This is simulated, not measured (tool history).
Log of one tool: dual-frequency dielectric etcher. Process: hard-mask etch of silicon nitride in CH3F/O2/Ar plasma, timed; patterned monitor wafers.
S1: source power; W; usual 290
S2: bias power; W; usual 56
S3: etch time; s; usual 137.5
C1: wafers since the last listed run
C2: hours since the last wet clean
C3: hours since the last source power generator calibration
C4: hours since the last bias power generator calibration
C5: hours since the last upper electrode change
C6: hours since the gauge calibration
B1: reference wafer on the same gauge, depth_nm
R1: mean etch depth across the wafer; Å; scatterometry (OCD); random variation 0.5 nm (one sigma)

run 1 hour=0.0 | S1=290 S2=56 S3=137.5 | C1=0 C2=76.8 C3=4164.7 C4=1297.7 C5=1659.7 C6=1436.5 | B1=91.1 | R1=729
run 2 hour=86.0 | S1=290 S2=56 S3=137.5 | C1=837 C2=162.8 C3=4250.7 C4=1383.7 C5=1745.7 C6=1522.5 | B1=90.9 | R1=721
run 3 hour=126.7 | S1=290 S2=56 S3=137.5 | C1=396 C2=203.5 C3=4291.4 C4=1424.4 C5=1786.4 C6=1563.2 | B1=90.9 | R1=725
run 4 hour=222.4 | S1=290 S2=56 S3=137.5 | C1=932 C2=299.2 C3=4387.1 C4=1520.1 C5=1882.1 C6=1658.9 | B1=90.8 | R1=726
-- hour=247.8 wet clean of the chamber, repeated, since the last time left the tool worse
run 5 hour=291.5 | S1=290 S2=56 S3=137.5 | C1=439 C2=43.7 C3=4456.2 C4=1589.2 C5=1951.2 C6=1728.0 | B1=91.1 | R1=778
run 6 hour=341.5 | S1=290 S2=56 S3=137.5 | C1=487 C2=93.7 C3=4506.2 C4=1639.2 C5=2001.2 C6=1778.0 | B1=90.8 | R1=767
-- hour=376.7 bias power generator calibrated
run 7 hour=394.2 | S1=290 S2=56 S3=137.5 | C1=474 C2=146.4 C3=4558.9 C4=17.5 C5=2053.9 C6=1830.7 | B1=90.8 | R1=768
run 8 hour=439.1 | S1=290 S2=56 S3=137.5 | C1=437 C2=191.3 C3=4603.8 C4=62.4 C5=2098.8 C6=1875.6 | B1=90.8 | R1=759
run 9 hour=481.4 | S1=290 S2=56 S3=137.5 | C1=412 C2=233.6 C3=4646.1 C4=104.7 C5=2141.1 C6=1917.9 | B1=90.7 | R1=763
run 10 hour=565.1 | S1=290 S2=56 S3=137.5 | C1=815 C2=317.3 C3=4729.8 C4=188.4 C5=2224.8 C6=2001.6 | B1=91.0 | R1=759
run 11 hour=647.5 | S1=290 S2=56 S3=137.5 | C1=802 C2=399.7 C3=4812.2 C4=270.8 C5=2307.2 C6=2084.0 | B1=90.8 | R1=760
-- hour=695.7 wet clean of the chamber
run 12 hour=696.2 | S1=310 S2=51 S3=127.0 | C1=240 C2=0.5 C3=4860.9 C4=319.5 C5=2355.9 C6=2132.7 | B1=90.9 | R1=711
run 13 hour=793.8 | S1=290 S2=44 S3=115.5 | C1=950 C2=98.1 C3=4958.5 C4=417.1 C5=2453.5 C6=2230.3 | B1=91.0 | R1=593
run 14 hour=833.3 | S1=290 S2=50 S3=137.5 | C1=384 C2=137.6 C3=4998.0 C4=456.6 C5=2493.0 C6=2269.8 | B1=90.9 | R1=740
run 15 hour=932.1 | S1=290 S2=56 S3=137.5 | C1=962 C2=236.4 C3=5096.8 C4=555.4 C5=2591.8 C6=2368.6 | B1=91.0 | R1=759
-- hour=959.7 upper electrode replaced
run 16 hour=1029.3 | S1=250 S2=46 S3=98.5 | C1=713 C2=333.6 C3=5194.0 C4=652.6 C5=69.6 C6=2465.8 | B1=90.8 | R1=486
run 17 hour=1129.5 | S1=270 S2=56 S3=137.5 | C1=976 C2=433.8 C3=5294.2 C4=752.8 C5=169.8 C6=2566.0 | B1=90.9 | R1=729
-- hour=1219.9 wet clean of the chamber
run 18 hour=1226.6 | S1=290 S2=56 S3=137.5 | C1=712 C2=6.7 C3=5391.3 C4=849.9 C5=266.9 C6=2663.1 | B1=90.9 | R1=770
run 19 hour=1263.3 | S1=290 S2=56 S3=97.0 | C1=357 C2=43.4 C3=5428.0 C4=886.6 C5=303.6 C6=2699.8 | B1=90.9 | R1=537
-- hour=1329.7 gauge calibrated
-- hour=1333.5 source power generator calibrated
run 20 hour=1342.3 | S1=290 S2=60 S3=108.0 | C1=730 C2=122.4 C3=8.8 C4=965.6 C5=382.6 C6=12.6 | B1=90.9 | R1=607
run 21 hour=1419.2 | S1=240 S2=50 S3=160.5 | C1=749 C2=199.3 C3=85.7 C4=1042.5 C5=459.5 C6=89.5 | B1=90.9 | R1=807
run 22 hour=1477.7 | S1=290 S2=49 S3=174.0 | C1=569 C2=257.8 C3=144.2 C4=1101.0 C5=518.0 C6=148.0 | B1=90.9 | R1=919
run 23 hour=1584.5 | S1=260 S2=60 S3=151.0 | C1=1040 C2=364.6 C3=251.0 C4=1207.8 C5=624.8 C6=254.8 | B1=90.8 | R1=817

Run 24 comes next. What will it give?
-- hour=1678.8 wet clean of the chamber
run 24 hour=1679.3 | S1=290 S2=51 S3=137.5 | C1=689 C2=0.5 C3=345.8 C4=1302.6 C5=719.6 C6=349.6 | B1=? | R1=?

{"run 24": {"B1": 90.9, "R1": 747}}
Without the tool's hidden state the same run would have given R1 750 Å.
